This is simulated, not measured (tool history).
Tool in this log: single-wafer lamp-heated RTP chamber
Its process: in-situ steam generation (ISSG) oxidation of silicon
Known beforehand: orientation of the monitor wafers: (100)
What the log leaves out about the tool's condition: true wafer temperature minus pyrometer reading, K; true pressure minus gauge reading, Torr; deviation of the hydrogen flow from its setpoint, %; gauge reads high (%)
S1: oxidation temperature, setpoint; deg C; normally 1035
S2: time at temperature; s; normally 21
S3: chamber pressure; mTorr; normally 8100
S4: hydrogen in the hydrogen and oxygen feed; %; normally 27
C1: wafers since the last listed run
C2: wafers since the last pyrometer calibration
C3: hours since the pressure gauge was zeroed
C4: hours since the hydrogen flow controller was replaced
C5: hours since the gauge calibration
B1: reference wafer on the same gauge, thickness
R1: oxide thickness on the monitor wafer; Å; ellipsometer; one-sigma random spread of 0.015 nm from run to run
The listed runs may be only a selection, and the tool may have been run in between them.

{"run": 1, "day": 0.0, "S1": 1035, "S2": 28, "S3": 8100, "S4": 27, "C1": 0, "C2": 2338, "C3": 1460.3, "C4": 6821.9, "C5": 532.7, "B1": 6.347, "R1": 74.06}
{"day": 0.438, "done": "pyrometer window cleaned and pyrometer calibrated"}
{"run": 2, "day": 0.6, "S1": 1035, "S2": 28, "S3": 8100, "S4": 27, "C1": 64, "C2": 39, "C3": 1474.7, "C4": 6836.3, "C5": 547.1, "B1": 6.342, "R1": 74.37}
{"run": 3, "day": 1.492, "S1": 1035, "S2": 28, "S3": 8100, "S4": 27, "C1": 216, "C2": 255, "C3": 1496.1, "C4": 6857.7, "C5": 568.5, "B1": 6.343, "R1": 74.15}
{"run": 4, "day": 2.65, "S1": 1027, "S2": 21, "S3": 8100, "S4": 27, "C1": 281, "C2": 536, "C3": 1523.9, "C4": 6885.5, "C5": 596.3, "B1": 6.344, "R1": 61.81}
{"run": 5, "day": 3.258, "S1": 1027, "S2": 21, "S3": 8100, "S4": 27, "C1": 147, "C2": 684, "C3": 1538.5, "C4": 6900.1, "C5": 610.9, "B1": 6.345, "R1": 61.78}
{"run": 6, "day": 4.625, "S1": 1035, "S2": 21, "S3": 8100, "S4": 27, "C1": 331, "C2": 1015, "C3": 1571.3, "C4": 6932.9, "C5": 643.7, "B1": 6.348, "R1": 64.1}
{"day": 5.012, "done": "pressure gauge zeroed"}
{"run": 7, "day": 5.417, "S1": 1035, "S2": 21, "S3": 8100, "S4": 27, "C1": 111, "C2": 1127, "C3": 9.7, "C4": 6951.9, "C5": 662.7, "B1": 6.351, "R1": 64.24}
{"day": 5.425, "done": "gauge calibrated"}
{"run": 8, "day": 6.304, "S1": 1035, "S2": 21, "S3": 8100, "S4": 27, "C1": 215, "C2": 1342, "C3": 31.0, "C4": 6973.2, "C5": 21.1, "B1": 6.206, "R1": 62.91}
{"run": 9, "day": 7.683, "S1": 1035, "S2": 21, "S3": 8100, "S4": 27, "C1": 334, "C2": 1677, "C3": 64.1, "C4": 7006.3, "C5": 54.2, "B1": 6.226, "R1": 63.01}
{"run": 10, "day": 8.567, "S1": 1035, "S2": 21, "S3": 8100, "S4": 27, "C1": 214, "C2": 1891, "C3": 85.3, "C4": 7027.5, "C5": 75.4, "B1": 6.233, "R1": 63.0}
{"run": 11, "day": 9.212, "S1": 1053, "S2": 17, "S3": 7700, "S4": 27, "C1": 156, "C2": 2048, "C3": 100.8, "C4": 7043.0, "C5": 90.9, "B1": 6.241, "R1": 62.58}
{"run": 12, "day": 10.438, "S1": 1035, "S2": 24, "S3": 6900, "S4": 27, "C1": 297, "C2": 2345, "C3": 130.2, "C4": 7072.4, "C5": 120.3, "B1": 6.253, "R1": 67.85}
{"run": 13, "day": 10.946, "S1": 1027, "S2": 21, "S3": 8100, "S4": 27, "C1": 123, "C2": 2468, "C3": 142.4, "C4": 7084.6, "C5": 132.5, "B1": 6.251, "R1": 60.84}
{"day": 11.362, "done": "hydrogen flow controller replaced"}
{"run": 14, "day": 11.625, "S1": 1035, "S2": 21, "S3": 9600, "S4": 31, "C1": 83, "C2": 2552, "C3": 158.7, "C4": 6.3, "C5": 148.8, "B1": 6.261, "R1": 64.29}
{"run": 15, "day": 12.179, "S1": 1035, "S2": 21, "S3": 8100, "S4": 27, "C1": 134, "C2": 2687, "C3": 172.0, "C4": 19.6, "C5": 162.1, "B1": 6.272, "R1": 63.48}
{"day": 12.95, "done": "pyrometer window cleaned and pyrometer calibrated"}
{"run": 16, "day": 13.221, "S1": 1035, "S2": 21, "S3": 8100, "S4": 27, "C1": 171, "C2": 66, "C3": 197.0, "C4": 44.6, "C5": 187.1, "B1": 6.271, "R1": 63.4}
{"run": 17, "day": 13.933, "S1": 1035, "S2": 21, "S3": 8100, "S4": 27, "C1": 172, "C2": 239, "C3": 214.1, "C4": 61.7, "C5": 204.2, "B1": 6.276, "R1": 63.39}

Estimate the outcome of run 18 from the log above:
{"run": 18, "day": 14.646, "S1": 1035, "S2": 29, "S3": 9600, "S4": 27, "C1": 172, "C2": 411, "C3": 231.2, "C4": 78.8, "C5": 221.3, "B1": "?", "R1": "?"}

{"run 18": {"B1": 6.278, "R1": 73.61}}
Take away the tool's hidden state, keep the run-to-run variation as it was, and the same run would have given R1 72.91 Å.
